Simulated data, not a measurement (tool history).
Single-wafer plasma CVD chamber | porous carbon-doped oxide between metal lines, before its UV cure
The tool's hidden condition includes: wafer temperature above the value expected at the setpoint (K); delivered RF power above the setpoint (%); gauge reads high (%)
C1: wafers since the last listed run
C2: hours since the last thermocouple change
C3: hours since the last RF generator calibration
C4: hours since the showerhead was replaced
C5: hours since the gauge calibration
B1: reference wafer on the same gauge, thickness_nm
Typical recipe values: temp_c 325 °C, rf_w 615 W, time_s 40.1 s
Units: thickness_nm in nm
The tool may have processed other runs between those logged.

{"run": 1, "hour": 0.0, "temp_c": 325, "rf_w": 615, "time_s": 40.1, "C1": 0, "C2": 271.6, "C3": 1056.9, "C4": 2071.9, "C5": 822.1, "B1": 235.166, "thickness_nm": 208.985}
{"run": 2, "hour": 53.0, "temp_c": 325, "rf_w": 615, "time_s": 40.1, "C1": 978, "C2": 324.6, "C3": 1109.9, "C4": 2124.9, "C5": 875.1, "B1": 234.767, "thickness_nm": 210.489}
{"run": 3, "hour": 155.9, "temp_c": 325, "rf_w": 615, "time_s": 40.1, "C1": 1899, "C2": 427.5, "C3": 1212.8, "C4": 2227.8, "C5": 978.0, "B1": 235.224, "thickness_nm": 211.231}
{"run": 4, "hour": 253.0, "temp_c": 325, "rf_w": 615, "time_s": 40.1, "C1": 1792, "C2": 524.6, "C3": 1309.9, "C4": 2324.9, "C5": 1075.1, "B1": 234.669, "thickness_nm": 209.502}
{"run": 5, "hour": 335.1, "temp_c": 325, "rf_w": 615, "time_s": 40.1, "C1": 1515, "C2": 606.7, "C3": 1392.0, "C4": 2407.0, "C5": 1157.2, "B1": 235.116, "thickness_nm": 210.895}
{"run": 6, "hour": 416.9, "temp_c": 325, "rf_w": 615, "time_s": 40.1, "C1": 1510, "C2": 688.5, "C3": 1473.8, "C4": 2488.8, "C5": 1239.0, "B1": 235.177, "thickness_nm": 211.909}
{"run": 7, "hour": 514.1, "temp_c": 325, "rf_w": 615, "time_s": 40.1, "C1": 1794, "C2": 785.7, "C3": 1571.0, "C4": 2586.0, "C5": 1336.2, "B1": 234.996, "thickness_nm": 212.534}
{"run": 8, "hour": 576.4, "temp_c": 325, "rf_w": 615, "time_s": 40.1, "C1": 1150, "C2": 848.0, "C3": 1633.3, "C4": 2648.3, "C5": 1398.5, "B1": 235.128, "thickness_nm": 212.824}
{"run": 9, "hour": 615.2, "temp_c": 311, "rf_w": 520, "time_s": 40.1, "C1": 716, "C2": 886.8, "C3": 1672.1, "C4": 2687.1, "C5": 1437.3, "B1": 234.727, "thickness_nm": 202.484}
{"hour": 641.9, "done": "RF generator calibrated"}
{"hour": 648.5, "done": "gauge calibrated"}
{"run": 10, "hour": 716.0, "temp_c": 325, "rf_w": 615, "time_s": 44.2, "C1": 1713, "C2": 987.6, "C3": 74.1, "C4": 2787.9, "C5": 67.5, "B1": 234.903, "thickness_nm": 236.137}
{"hour": 765.0, "done": "thermocouple changed; heater temperature recalibrated"}
{"hour": 823.3, "done": "showerhead replaced"}
{"run": 11, "hour": 823.8, "temp_c": 325, "rf_w": 615, "time_s": 40.1, "C1": 1694, "C2": 58.8, "C3": 181.9, "C4": 0.5, "C5": 175.3, "B1": 234.891, "thickness_nm": 207.618}
{"run": 12, "hour": 927.8, "temp_c": 325, "rf_w": 615, "time_s": 40.1, "C1": 1920, "C2": 162.8, "C3": 285.9, "C4": 104.5, "C5": 279.3, "B1": 235.032, "thickness_nm": 207.544}
{"run": 13, "hour": 983.3, "temp_c": 314, "rf_w": 655, "time_s": 40.1, "C1": 1024, "C2": 218.3, "C3": 341.4, "C4": 160.0, "C5": 334.8, "B1": 234.865, "thickness_nm": 227.478}
{"run": 14, "hour": 1035.0, "temp_c": 325, "rf_w": 695, "time_s": 40.1, "C1": 954, "C2": 270.0, "C3": 393.1, "C4": 211.7, "C5": 386.5, "B1": 234.916, "thickness_nm": 225.673}
{"run": 15, "hour": 1111.7, "temp_c": 325, "rf_w": 615, "time_s": 40.1, "C1": 1416, "C2": 346.7, "C3": 469.8, "C4": 288.4, "C5": 463.2, "B1": 234.774, "thickness_nm": 209.606}
{"run": 16, "hour": 1218.4, "temp_c": 332, "rf_w": 535, "time_s": 37.8, "C1": 1969, "C2": 453.4, "C3": 576.5, "C4": 395.1, "C5": 569.9, "B1": 234.835, "thickness_nm": 175.161}
{"run": 17, "hour": 1309.4, "temp_c": 314, "rf_w": 615, "time_s": 40.1, "C1": 1680, "C2": 544.4, "C3": 667.5, "C4": 486.1, "C5": 660.9, "B1": 235.196, "thickness_nm": 220.344}

Give the tool's hidden conditions for every run:
delivered RF power above the setpoint (%): 0 on each run
gauge reads high (%): 0 on each run
H1: wafer temperature above the value expected at the setpoint (K)
run=1 H1=-1.94
run=2 H1=-2.27
run=3 H1=-2.91
run=4 H1=-3.51
run=5 H1=-4.02
run=6 H1=-4.53
run=7 H1=-5.13
run=8 H1=-5.52
run=9 H1=-5.76
run=10 H1=-6.38
run=11 H1=0.0692
run=12 H1=-0.576
run=13 H1=-0.921
run=14 H1=-1.24
run=15 H1=-1.72
run=16 H1=-2.38
run=17 H1=-2.94

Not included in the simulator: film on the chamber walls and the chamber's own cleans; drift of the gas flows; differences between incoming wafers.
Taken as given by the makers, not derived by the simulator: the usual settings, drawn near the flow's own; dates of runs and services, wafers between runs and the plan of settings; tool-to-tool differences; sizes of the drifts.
